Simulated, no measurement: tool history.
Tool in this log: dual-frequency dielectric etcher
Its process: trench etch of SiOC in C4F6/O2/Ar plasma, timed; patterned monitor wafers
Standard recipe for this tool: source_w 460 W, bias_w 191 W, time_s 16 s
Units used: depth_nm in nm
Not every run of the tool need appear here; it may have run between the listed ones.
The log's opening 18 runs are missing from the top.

| run | hour | source_w | bias_w | time_s | read-back reference wafer on the same gauge, depth_nm | depth_nm |
|---|---|---|---|---|---|---|
|  | 229.6 | gauge calibrated |
| 19 | 238.4 | 380 | 210 | 18 | 40.43 | 41.28 |
| 20 | 256.2 | 500 | 228 | 12.5 | 40.53 | 33.33 |
| 21 | 264.8 | 460 | 191 | 16 | 40.49 | 37.81 |
| 22 | 277.8 | 550 | 175 | 19 | 40.52 | 46.37 |
| 23 | 286.2 | 350 | 143 | 12.5 | 40.49 | 22.59 |
| 24 | 294.7 | 460 | 191 | 16 | 40.48 | 37.61 |
| 25 | 310.9 | 460 | 191 | 16 | 40.53 | 37.78 |
| 26 | 319.7 | 460 | 221 | 16 | 40.45 | 40.71 |
| 27 | 326.9 | 520 | 151 | 13 | 40.51 | 28.68 |
| 28 | 341.2 | 460 | 174 | 16 | 40.44 | 35.93 |
| 29 | 354.5 | 520 | 231 | 16 | 40.51 | 43.37 |
| 30 | 370.1 | 410 | 191 | 16 | 40.48 | 36.12 |
| 31 | 381.7 | 460 | 191 | 16 | 40.49 | 37.95 |

Branching from run 31: 3 alternative next runs. What would each branch give?
| A | 382.1 | 460 | 209 | 16 | ? | ? |
| B | 382.1 | 550 | 220 | 16 | ? | ? |
| C | 382.1 | 540 | 157 | 16 | ? | ? |

| run | read-back reference wafer on the same gauge, depth_nm | depth_nm |
|---|---|---|
| A | 40.49 | 39.78 |
| B | 40.49 | 43.81 |
| C | 40.49 | 36.81 |
What these runs would have given with no unlogged condition in the tool:
| run | depth_nm |
|---|---|
| A | 39.78 |
| B | 43.81 |
| C | 36.81 |

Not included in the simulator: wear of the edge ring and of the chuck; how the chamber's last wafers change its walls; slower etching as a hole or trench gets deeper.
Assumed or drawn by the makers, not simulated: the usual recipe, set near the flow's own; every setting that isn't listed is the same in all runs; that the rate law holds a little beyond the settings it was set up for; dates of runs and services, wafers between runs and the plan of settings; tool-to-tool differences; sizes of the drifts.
